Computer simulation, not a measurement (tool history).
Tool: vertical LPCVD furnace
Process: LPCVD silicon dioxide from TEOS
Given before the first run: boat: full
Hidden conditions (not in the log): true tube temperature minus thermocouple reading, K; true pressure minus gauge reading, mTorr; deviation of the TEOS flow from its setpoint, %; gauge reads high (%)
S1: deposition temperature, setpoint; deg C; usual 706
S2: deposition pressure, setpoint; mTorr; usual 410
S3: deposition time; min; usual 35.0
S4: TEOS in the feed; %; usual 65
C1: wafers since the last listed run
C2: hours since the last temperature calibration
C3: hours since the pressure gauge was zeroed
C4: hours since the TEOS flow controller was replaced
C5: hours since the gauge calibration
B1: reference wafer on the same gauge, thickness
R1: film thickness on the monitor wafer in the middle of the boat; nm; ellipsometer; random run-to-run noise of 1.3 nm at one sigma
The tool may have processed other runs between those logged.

run,hour,S1,S2,S3,S4,C1,C2,C3,C4,C5,B1,R1
1,0.0,706,365,44.5,65,0,3788.9,3307.3,2140.4,487.4,278.14,403.38
2,106.8,706,485,35.0,72,999,3895.7,3414.1,2247.2,594.2,278.03,383.20
3,143.8,706,485,35.0,72,346,3932.7,3451.1,2284.2,631.2,278.02,383.80
# hour 239.2: thermocouples replaced and temperature profile calibrated
4,239.7,706,485,35.0,72,672,0.5,3547.0,2380.1,727.1,278.08,372.17
5,292.3,706,410,35.0,65,492,53.1,3599.6,2432.7,779.7,278.17,324.78
6,390.4,706,410,35.0,65,917,151.2,3697.7,2530.8,877.8,277.76,322.74
7,468.7,706,410,24.0,65,732,229.5,3776.0,2609.1,956.1,278.06,221.86
8,575.0,706,410,24.0,65,994,335.8,3882.3,2715.4,1062.4,277.90,222.34
9,663.6,706,410,24.0,65,828,424.4,3970.9,2804.0,1151.0,278.03,222.73
10,758.7,706,410,35.0,61,889,519.5,4066.0,2899.1,1246.1,278.09,313.74
11,796.3,696,440,40.0,54,351,557.1,4103.6,2936.7,1283.7,277.99,278.86
12,833.3,706,410,21.5,65,346,594.1,4140.6,2973.7,1320.7,277.80,199.30
13,872.2,714,410,35.0,65,363,633.0,4179.5,3012.6,1359.6,278.29,387.88
# hour 987.7: pressure gauge zeroed
14,988.2,706,410,35.0,55,860,749.0,0.5,3128.6,1475.6,277.95,298.59
15,1073.1,718,340,44.5,65,794,833.9,85.4,3213.5,1560.5,277.97,492.59
# hour 1152.5: gauge calibrated
16,1180.4,706,410,35.0,65,1003,941.2,192.7,3320.8,27.9,278.19,325.83
# hour 1223.9: TEOS flow controller replaced
17,1227.2,706,410,35.0,65,213,988.0,239.5,3.3,74.7,277.89,325.71
18,1269.6,706,410,35.0,65,396,1030.4,281.9,45.7,117.1,278.06,324.67
19,1369.8,696,440,40.0,54,937,1130.6,382.1,145.9,217.3,278.28,277.65
20,1429.8,699,410,35.0,78,561,1190.6,442.1,205.9,277.3,278.18,301.23
21,1472.6,709,475,42.0,74,400,1233.4,484.9,248.7,320.1,278.00,478.51
22,1563.5,706,410,35.0,65,850,1324.3,575.8,339.6,411.0,278.04,324.36
23,1643.4,709,475,42.0,74,747,1404.2,655.7,419.5,490.9,278.00,484.57
24,1684.2,706,410,24.0,77,381,1445.0,696.5,460.3,531.7,277.75,242.17
25,1754.3,699,410,35.0,70,655,1515.1,766.6,530.4,601.8,277.98,286.24
26,1823.6,706,410,35.0,65,648,1584.4,835.9,599.7,671.1,278.23,325.65
27,1862.5,711,380,35.0,65,363,1623.3,874.8,638.6,710.0,278.03,352.19
28,1945.8,699,410,40.5,65,779,1706.6,958.1,721.9,793.3,277.89,319.76
29,1998.9,716,490,39.0,72,496,1759.7,1011.2,775.0,846.4,278.24,522.82
30,2042.1,706,410,35.0,65,404,1802.9,1054.4,818.2,889.6,277.94,324.65
31,2118.5,706,410,42.0,65,714,1879.3,1130.8,894.6,966.0,277.78,394.43

For each run, what was the tool's unlogged condition?
true pressure minus gauge reading, mTorr: 0 on each run
deviation of the TEOS flow from its setpoint, %: 0 on each run
gauge reads high (%): 0 on each run
H1: true tube temperature minus thermocouple reading, K
run,H1
1,1.54
2,1.61
3,1.63
4,0.0777
5,0.0779
6,0.0797
7,0.0824
8,0.0878
9,0.0938
10,0.102
11,0.105
12,0.109
13,0.113
14,0.128
15,0.14
16,0.157
17,0.165
18,0.173
19,0.192
20,0.204
21,0.214
22,0.234
23,0.254
24,0.264
25,0.283
26,0.302
27,0.313
28,0.338
29,0.354
30,0.368
31,0.393
